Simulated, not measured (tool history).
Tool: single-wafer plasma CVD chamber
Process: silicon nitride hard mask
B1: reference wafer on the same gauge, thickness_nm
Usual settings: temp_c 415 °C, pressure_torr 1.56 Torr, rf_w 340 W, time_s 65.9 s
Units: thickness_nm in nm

run 1 day=0 | temp_c=415 pressure_torr=1.56 rf_w=340 time_s=65.9 | B1=73.708 | thickness_nm=68.73
run 2 day=0.475 | temp_c=415 pressure_torr=1.56 rf_w=340 time_s=65.9 | B1=73.679 | thickness_nm=68.508
run 3 day=1.054 | temp_c=415 pressure_torr=1.56 rf_w=340 time_s=65.9 | B1=73.739 | thickness_nm=68.382
run 4 day=1.708 | temp_c=415 pressure_torr=1.56 rf_w=340 time_s=65.9 | B1=73.702 | thickness_nm=68.492
-- day=2.108 capacitance manometer re-zeroed and calibrated
run 5 day=2.458 | temp_c=415 pressure_torr=1.56 rf_w=340 time_s=65.9 | B1=73.743 | thickness_nm=68.314
run 6 day=3.075 | temp_c=415 pressure_torr=1.56 rf_w=340 time_s=65.9 | B1=73.709 | thickness_nm=68.329
-- day=3.467 thermocouple changed; heater temperature recalibrated
run 7 day=3.683 | temp_c=415 pressure_torr=1.56 rf_w=340 time_s=65.9 | B1=73.706 | thickness_nm=68.227
-- day=3.725 gauge calibrated
-- day=4.083 RF generator calibrated
run 8 day=4.246 | temp_c=415 pressure_torr=1.56 rf_w=340 time_s=65.9 | B1=73.699 | thickness_nm=70.663
run 9 day=4.538 | temp_c=415 pressure_torr=1.56 rf_w=340 time_s=65.9 | B1=73.724 | thickness_nm=70.645
run 10 day=5.154 | temp_c=415 pressure_torr=1.56 rf_w=340 time_s=65.9 | B1=73.693 | thickness_nm=70.5
run 11 day=5.875 | temp_c=415 pressure_torr=1.56 rf_w=340 time_s=65.9 | B1=73.707 | thickness_nm=70.732
-- day=6.392 showerhead replaced
run 12 day=6.412 | temp_c=415 pressure_torr=1.56 rf_w=340 time_s=65.9 | B1=73.729 | thickness_nm=70.71
run 13 day=6.946 | temp_c=415 pressure_torr=1.56 rf_w=340 time_s=65.9 | B1=73.707 | thickness_nm=70.525
run 14 day=7.475 | temp_c=415 pressure_torr=1.56 rf_w=340 time_s=65.9 | B1=73.704 | thickness_nm=70.663
run 15 day=8.033 | temp_c=415 pressure_torr=1.85 rf_w=340 time_s=73 | B1=73.714 | thickness_nm=81.029
run 16 day=8.667 | temp_c=401 pressure_torr=1.56 rf_w=400 time_s=61.5 | B1=73.716 | thickness_nm=75.45
run 17 day=9.029 | temp_c=408 pressure_torr=1.45 rf_w=340 time_s=65.9 | B1=73.694 | thickness_nm=69.822
run 18 day=9.288 | temp_c=415 pressure_torr=1.37 rf_w=340 time_s=65.9 | B1=73.693 | thickness_nm=68.644
run 19 day=10.008 | temp_c=405 pressure_torr=1.56 rf_w=320 time_s=65.9 | B1=73.687 | thickness_nm=67.435
run 20 day=10.342 | temp_c=415 pressure_torr=1.56 rf_w=340 time_s=65.9 | B1=73.707 | thickness_nm=70.87
run 21 day=10.933 | temp_c=423 pressure_torr=1.7 rf_w=320 time_s=55.1 | B1=73.688 | thickness_nm=56.777
run 22 day=11.254 | temp_c=415 pressure_torr=1.56 rf_w=340 time_s=65.9 | B1=73.712 | thickness_nm=70.733
run 23 day=11.779 | temp_c=410 pressure_torr=1.3 rf_w=340 time_s=65.9 | B1=73.707 | thickness_nm=68.137

Run 24 comes next. What will it give?
run 24 day=12.1 | temp_c=415 pressure_torr=1.56 rf_w=340 time_s=65.9 | B1=? | thickness_nm=?

B1: 73.704
thickness_nm: 70.478 nm
Without the tool's hidden state the same run would have given thickness_nm 71.149 nm.
